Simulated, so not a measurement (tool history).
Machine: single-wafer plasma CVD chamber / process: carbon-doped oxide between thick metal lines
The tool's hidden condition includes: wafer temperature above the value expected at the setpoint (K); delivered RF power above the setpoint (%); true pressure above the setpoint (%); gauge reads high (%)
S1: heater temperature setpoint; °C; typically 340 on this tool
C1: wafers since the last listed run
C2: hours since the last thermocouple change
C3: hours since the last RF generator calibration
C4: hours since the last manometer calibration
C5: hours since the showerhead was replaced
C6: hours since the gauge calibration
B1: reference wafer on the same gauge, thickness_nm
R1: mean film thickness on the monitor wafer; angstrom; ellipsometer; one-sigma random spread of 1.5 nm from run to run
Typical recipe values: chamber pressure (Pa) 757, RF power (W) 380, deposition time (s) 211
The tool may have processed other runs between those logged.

{"run": 1, "hour": 0.0, "S1": 340, "chamber pressure (Pa)": 757, "RF power (W)": 380, "deposition time (s)": 211, "C1": 0, "C2": 1207.0, "C3": 878.8, "C4": 2797.6, "C5": 5657.5, "C6": 122.3, "B1": 878.08, "R1": 9065.88}
{"hour": 10.4, "done": "gauge calibrated"}
{"run": 2, "hour": 17.5, "S1": 340, "chamber pressure (Pa)": 757, "RF power (W)": 380, "deposition time (s)": 211, "C1": 108, "C2": 1224.5, "C3": 896.3, "C4": 2815.1, "C5": 5675.0, "C6": 7.1, "B1": 878.131, "R1": 9020.58}
{"run": 3, "hour": 31.5, "S1": 340, "chamber pressure (Pa)": 757, "RF power (W)": 380, "deposition time (s)": 211, "C1": 87, "C2": 1238.5, "C3": 910.3, "C4": 2829.1, "C5": 5689.0, "C6": 21.1, "B1": 877.986, "R1": 9041.8}
{"run": 4, "hour": 41.4, "S1": 340, "chamber pressure (Pa)": 757, "RF power (W)": 380, "deposition time (s)": 211, "C1": 61, "C2": 1248.4, "C3": 920.2, "C4": 2839.0, "C5": 5698.9, "C6": 31.0, "B1": 877.836, "R1": 9041.38}
{"run": 5, "hour": 49.8, "S1": 340, "chamber pressure (Pa)": 757, "RF power (W)": 380, "deposition time (s)": 211, "C1": 52, "C2": 1256.8, "C3": 928.6, "C4": 2847.4, "C5": 5707.3, "C6": 39.4, "B1": 877.95, "R1": 9019.39}
{"hour": 74.1, "done": "thermocouple changed; heater temperature recalibrated"}
{"run": 6, "hour": 74.6, "S1": 340, "chamber pressure (Pa)": 757, "RF power (W)": 380, "deposition time (s)": 211, "C1": 104, "C2": 0.5, "C3": 953.4, "C4": 2872.2, "C5": 5732.1, "C6": 64.2, "B1": 878.527, "R1": 9032.11}
{"run": 7, "hour": 79.8, "S1": 340, "chamber pressure (Pa)": 757, "RF power (W)": 380, "deposition time (s)": 211, "C1": 32, "C2": 5.7, "C3": 958.6, "C4": 2877.4, "C5": 5737.3, "C6": 69.4, "B1": 878.027, "R1": 9007.45}
{"hour": 91.3, "done": "showerhead replaced"}
{"hour": 101.4, "done": "capacitance manometer re-zeroed and calibrated"}
{"run": 8, "hour": 101.9, "S1": 340, "chamber pressure (Pa)": 757, "RF power (W)": 380, "deposition time (s)": 211, "C1": 37, "C2": 27.8, "C3": 980.7, "C4": 0.5, "C5": 10.6, "C6": 91.5, "B1": 878.097, "R1": 8991.44}
{"run": 9, "hour": 120.6, "S1": 340, "chamber pressure (Pa)": 859, "RF power (W)": 380, "deposition time (s)": 211, "C1": 116, "C2": 46.5, "C3": 999.4, "C4": 19.2, "C5": 29.3, "C6": 110.2, "B1": 877.987, "R1": 9143.16}
{"run": 10, "hour": 129.4, "S1": 335, "chamber pressure (Pa)": 945, "RF power (W)": 380, "deposition time (s)": 211, "C1": 54, "C2": 55.3, "C3": 1008.2, "C4": 28.0, "C5": 38.1, "C6": 119.0, "B1": 878.369, "R1": 9371.3}
{"run": 11, "hour": 137.2, "S1": 340, "chamber pressure (Pa)": 757, "RF power (W)": 380, "deposition time (s)": 211, "C1": 48, "C2": 63.1, "C3": 1016.0, "C4": 35.8, "C5": 45.9, "C6": 126.8, "B1": 877.843, "R1": 8981.91}
{"hour": 141.5, "done": "gauge calibrated"}
{"hour": 148.6, "done": "RF generator calibrated"}
{"run": 12, "hour": 149.1, "S1": 345, "chamber pressure (Pa)": 628, "RF power (W)": 380, "deposition time (s)": 211, "C1": 24, "C2": 75.0, "C3": 0.5, "C4": 47.7, "C5": 57.8, "C6": 7.6, "B1": 878.227, "R1": 9234.25}
{"run": 13, "hour": 156.8, "S1": 349, "chamber pressure (Pa)": 849, "RF power (W)": 430, "deposition time (s)": 211, "C1": 47, "C2": 82.7, "C3": 8.2, "C4": 55.4, "C5": 65.5, "C6": 15.3, "B1": 878.137, "R1": 10589.48}
{"run": 14, "hour": 167.0, "S1": 340, "chamber pressure (Pa)": 807, "RF power (W)": 415, "deposition time (s)": 192, "C1": 63, "C2": 92.9, "C3": 18.4, "C4": 65.6, "C5": 75.7, "C6": 25.5, "B1": 877.562, "R1": 9546.24}
{"run": 15, "hour": 179.3, "S1": 349, "chamber pressure (Pa)": 757, "RF power (W)": 380, "deposition time (s)": 175, "C1": 76, "C2": 105.2, "C3": 30.7, "C4": 77.9, "C5": 88.0, "C6": 37.8, "B1": 877.537, "R1": 7923.47}
{"run": 16, "hour": 186.1, "S1": 340, "chamber pressure (Pa)": 927, "RF power (W)": 380, "deposition time (s)": 248, "C1": 42, "C2": 112.0, "C3": 37.5, "C4": 84.7, "C5": 94.8, "C6": 44.6, "B1": 877.417, "R1": 11789.5}

Alternative continuations, all from the tool just after run 16; predict every row:
{"run": "A", "hour": 186.6, "S1": 340, "chamber pressure (Pa)": 757, "RF power (W)": 380, "deposition time (s)": 211, "C1": 3, "C2": 112.5, "C3": 38.0, "C4": 85.2, "C5": 95.3, "C6": 45.1, "B1": "?", "R1": "?"}
{"run": "B", "hour": 186.6, "S1": 340, "chamber pressure (Pa)": 757, "RF power (W)": 380, "deposition time (s)": 238, "C1": 3, "C2": 112.5, "C3": 38.0, "C4": 85.2, "C5": 95.3, "C6": 45.1, "B1": "?", "R1": "?"}
{"run": "C", "hour": 186.6, "S1": 347, "chamber pressure (Pa)": 757, "RF power (W)": 450, "deposition time (s)": 211, "C1": 3, "C2": 112.5, "C3": 38.0, "C4": 85.2, "C5": 95.3, "C6": 45.1, "B1": "?", "R1": "?"}
{"run": "D", "hour": 186.6, "S1": 340, "chamber pressure (Pa)": 805, "RF power (W)": 380, "deposition time (s)": 211, "C1": 3, "C2": 112.5, "C3": 38.0, "C4": 85.2, "C5": 95.3, "C6": 45.1, "B1": "?", "R1": "?"}

run=A B1=878.453 R1=9768.18
run=B B1=878.453 R1=11014.94
run=C B1=878.453 R1=10761.42
run=D B1=878.453 R1=9878.92
With the hidden condition removed and each run's random variation left untouched, the same runs would have given:
run=A R1=9795.05
run=B R1=11045.23
run=C R1=10789.78
run=D R1=9906.09
